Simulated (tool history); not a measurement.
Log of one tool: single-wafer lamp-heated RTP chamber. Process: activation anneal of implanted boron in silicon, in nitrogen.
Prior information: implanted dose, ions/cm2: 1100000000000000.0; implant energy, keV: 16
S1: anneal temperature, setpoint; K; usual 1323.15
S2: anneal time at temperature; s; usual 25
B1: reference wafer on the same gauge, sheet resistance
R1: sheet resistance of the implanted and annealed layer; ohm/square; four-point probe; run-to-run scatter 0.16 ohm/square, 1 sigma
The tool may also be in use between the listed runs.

run,day,S1,S2,B1,R1
1,0.000,1323.15,25,118.99,105.91
2,1.629,1315.15,18,119.03,106.71
3,3.667,1315.15,18,119.04,106.79
4,6.404,1315.15,18,119.02,106.53
5,8.162,1323.15,25,118.97,105.81
# day 8.617: pyrometer window cleaned and pyrometer calibrated
6,9.292,1323.15,25,119.03,105.91
7,11.217,1323.15,25,118.99,105.96
8,12.271,1323.15,25,119.03,106.08
# day 12.283: gauge calibrated
9,14.962,1323.15,25,118.99,105.66
10,17.221,1323.15,25,119.06,105.50
11,19.125,1323.15,25,119.00,105.62
12,20.467,1323.15,25,118.99,105.45
# day 21.500: reflector plate cleaned
13,22.712,1323.15,25,119.06,105.66
14,23.721,1323.15,25,119.03,105.65
# day 24.196: pyrometer window cleaned and pyrometer calibrated
15,25.179,1323.15,25,118.99,106.17
16,27.554,1323.15,25,118.93,105.80
17,29.688,1323.15,25,118.94,105.77
18,32.517,1334.15,25,119.01,105.31
19,35.462,1323.15,32,118.98,105.39
20,38.400,1314.15,25,119.03,105.86
21,40.175,1306.15,38,118.97,105.79
# day 40.996: pyrometer window cleaned and pyrometer calibrated
22,42.329,1342.15,15,118.92,106.20
23,45.304,1323.15,25,119.05,105.77
24,47.288,1314.15,11,118.95,107.38
25,49.538,1304.15,17,119.02,107.21
# day 52.604: reflector plate cleaned
26,52.625,1323.15,13,118.99,106.52
# day 52.912: gauge calibrated
27,53.812,1335.15,16,119.03,105.72
# day 54.738: pyrometer window cleaned and pyrometer calibrated
28,54.925,1350.15,37,119.00,104.17
29,56.800,1302.15,39,119.02,106.75
30,58.404,1331.15,11,119.03,106.90
31,61.121,1323.15,25,118.96,105.65
32,63.750,1323.15,14,118.94,106.76
33,66.654,1323.15,25,118.94,105.86
# day 68.350: pyrometer window cleaned and pyrometer calibrated
34,69.262,1315.15,20,119.05,106.72
35,71.812,1300.15,16,118.98,108.18
36,73.346,1312.15,30,119.01,106.02
37,75.888,1323.15,25,119.06,105.84

Alternative continuations, all from the tool just after run 37; predict every row:
A,75.904,1323.15,16,?,?
B,75.904,1314.15,35,?,?
C,75.904,1315.15,25,?,?

run,B1,R1
A,119.01,106.21
B,119.01,105.28
C,119.01,105.86
Stripped of hidden state, with their random variation kept, the same runs would have yielded:
run,R1
A,106.57
B,105.82
C,106.37
